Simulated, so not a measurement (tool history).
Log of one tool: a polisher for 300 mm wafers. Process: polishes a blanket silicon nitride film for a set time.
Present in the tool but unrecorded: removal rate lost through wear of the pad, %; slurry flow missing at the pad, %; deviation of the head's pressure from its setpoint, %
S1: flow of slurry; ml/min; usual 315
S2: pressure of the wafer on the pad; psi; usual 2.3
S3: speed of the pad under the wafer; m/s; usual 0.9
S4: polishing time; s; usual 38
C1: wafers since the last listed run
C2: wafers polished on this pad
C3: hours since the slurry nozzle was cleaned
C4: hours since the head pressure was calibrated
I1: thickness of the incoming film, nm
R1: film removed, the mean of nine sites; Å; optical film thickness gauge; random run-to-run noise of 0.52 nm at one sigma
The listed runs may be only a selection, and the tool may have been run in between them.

| run | hour | S1 | S2 | S3 | S4 | C1 | C2 | C3 | C4 | I1 | R1 |
|---|---|---|---|---|---|---|---|---|---|---|---|
| 1 | 0 | 235 | 2.3 | 0.78 | 38 | 0 | 580 | 307.2 | 659 | 803.1 | 315 |
| 2 | 29.1 | 235 | 2.3 | 0.78 | 38 | 397 | 978 | 336.3 | 688.1 | 797.5 | 317 |
| 3 | 76.6 | 315 | 2.3 | 0.9 | 42 | 649 | 1627 | 383.8 | 735.6 | 793.4 | 400 |
|  | 85.6 | slurry nozzle cleaned |
| 4 | 103 | 315 | 2.3 | 0.9 | 42 | 347 | 1974 | 17.4 | 762 | 805.2 | 431 |
| 5 | 165 | 315 | 2.3 | 0.9 | 42 | 847 | 2821 | 79.4 | 824 | 808.4 | 431 |
| 6 | 211.3 | 315 | 2.3 | 1 | 38 | 632 | 3454 | 125.7 | 870.3 | 802.1 | 412 |
| 7 | 280.5 | 315 | 2.3 | 1 | 38 | 945 | 4400 | 194.9 | 939.5 | 788.6 | 411 |
|  | 341 | worn pad replaced by a new one |
| 8 | 341.5 | 315 | 2.3 | 0.9 | 38 | 779 | 6 | 255.9 | 1000.5 | 797.9 | 384 |
| 9 | 375.1 | 315 | 2.3 | 0.9 | 38 | 459 | 465 | 289.5 | 1034.1 | 799.1 | 376 |
| 10 | 431.9 | 315 | 2.3 | 0.9 | 38 | 776 | 1242 | 346.3 | 1090.9 | 795.8 | 370 |
|  | 452 | head pressure recalibrated |
| 11 | 489.8 | 315 | 2.3 | 0.9 | 38 | 764 | 2006 | 404.2 | 37.8 | 802.2 | 342 |
| 12 | 523.9 | 315 | 2.3 | 0.9 | 38 | 466 | 2472 | 438.3 | 71.9 | 799.6 | 339 |
|  | 532.5 | slurry nozzle cleaned |
| 13 | 569.8 | 315 | 2.3 | 0.9 | 38 | 613 | 3085 | 37.3 | 117.8 | 790.5 | 372 |
| 14 | 628.7 | 265 | 2.3 | 0.9 | 38 | 805 | 3890 | 96.2 | 176.7 | 800.9 | 377 |
| 15 | 669 | 235 | 2.3 | 0.9 | 38 | 550 | 4441 | 136.5 | 217 | 799.3 | 361 |
|  | 680.4 | worn pad replaced by a new one |
| 16 | 734.7 | 235 | 2.3 | 0.9 | 38 | 843 | 741 | 202.2 | 282.7 | 794.7 | 363 |
| 17 | 787 | 315 | 2.3 | 0.9 | 38 | 714 | 1456 | 254.5 | 335 | 812.3 | 366 |
| 18 | 828.2 | 245 | 2.3 | 0.9 | 33 | 563 | 2019 | 295.7 | 376.2 | 792 | 318 |
|  | 883.6 | slurry nozzle cleaned |
| 19 | 898.4 | 230 | 2.3 | 0.9 | 38 | 945 | 2965 | 14.8 | 446.4 | 798.7 | 376 |
| 20 | 956.7 | 315 | 2.3 | 0.9 | 38 | 796 | 3762 | 73.1 | 504.7 | 797.2 | 384 |
| 21 | 983.5 | 235 | 2.3 | 0.78 | 38 | 366 | 4128 | 99.9 | 531.5 | 793.4 | 337 |
| 22 | 1050.4 | 265 | 2.3 | 1.16 | 38 | 914 | 5042 | 166.8 | 598.4 | 797.7 | 447 |
| 23 | 1104.7 | 265 | 1.5 | 0.9 | 49 | 742 | 5785 | 221.1 | 652.7 | 792.3 | 336 |
|  | 1119.1 | worn pad replaced by a new one |
| 24 | 1176.2 | 345 | 2.3 | 0.6 | 30 | 922 | 780 | 292.6 | 724.2 | 786.5 | 223 |
|  | 1227 | slurry nozzle cleaned |
| 25 | 1233.6 | 315 | 2.3 | 0.9 | 38 | 770 | 1551 | 6.6 | 781.6 | 811.9 | 386 |
| 26 | 1299.8 | 400 | 2.5 | 0.7 | 43 | 904 | 2456 | 72.8 | 847.8 | 786.3 | 406 |
| 27 | 1356.9 | 315 | 2.3 | 1.02 | 44 | 780 | 3236 | 129.9 | 904.9 | 806.8 | 490 |
|  | 1368.1 | head pressure recalibrated |
|  | 1545.2 | worn pad replaced by a new one |
| 28 | 1572.5 | 315 | 2.3 | 0.9 | 38 | 2864 | 373 | 345.5 | 204.4 | 806.5 | 365 |
|  | 1583.9 | slurry nozzle cleaned |
| 29 | 1605.3 | 315 | 2.3 | 0.9 | 38 | 434 | 808 | 21.4 | 237.2 | 800.9 | 374 |
| 30 | 1655.2 | 250 | 2.8 | 1.06 | 48 | 682 | 1490 | 71.3 | 287.1 | 814.6 | 643 |
| 31 | 1688.7 | 315 | 2.6 | 0.9 | 38 | 457 | 1948 | 104.8 | 320.6 | 816.6 | 413 |
| 32 | 1755.7 | 315 | 2.3 | 0.9 | 38 | 915 | 2863 | 171.8 | 387.6 | 799.8 | 383 |
| 33 | 1817.6 | 280 | 3.1 | 0.9 | 50 | 846 | 3709 | 233.7 | 449.5 | 797.9 | 637 |
| 34 | 1854.2 | 215 | 2.3 | 0.62 | 38 | 500 | 4210 | 270.3 | 486.1 | 795.2 | 261 |
|  | 1967.4 | slurry nozzle cleaned |
| 35 | 1978.3 | 315 | 2.3 | 0.7 | 38 | 1682 | 5892 | 10.9 | 610.2 | 811 | 316 |

Here are 3 independent what-if runs from the current tool condition. What would each one return?
| A | 1978.7 | 275 | 2.3 | 0.9 | 38 | 5 | 5898 | 11.3 | 610.6 | 804.2 | ? |
| B | 1978.7 | 375 | 2.3 | 0.9 | 27 | 5 | 5898 | 11.3 | 610.6 | 804.2 | ? |
| C | 1978.7 | 235 | 2.3 | 1.2 | 38 | 5 | 5898 | 11.3 | 610.6 | 804.2 | ? |

| run | R1 |
|---|---|
| A | 373 |
| B | 272 |
| C | 462 |
The same runs, with their run-to-run variation unchanged, on a tool lacking any hidden condition would have given:
| run | R1 |
|---|---|
| A | 352 |
| B | 257 |
| C | 436 |
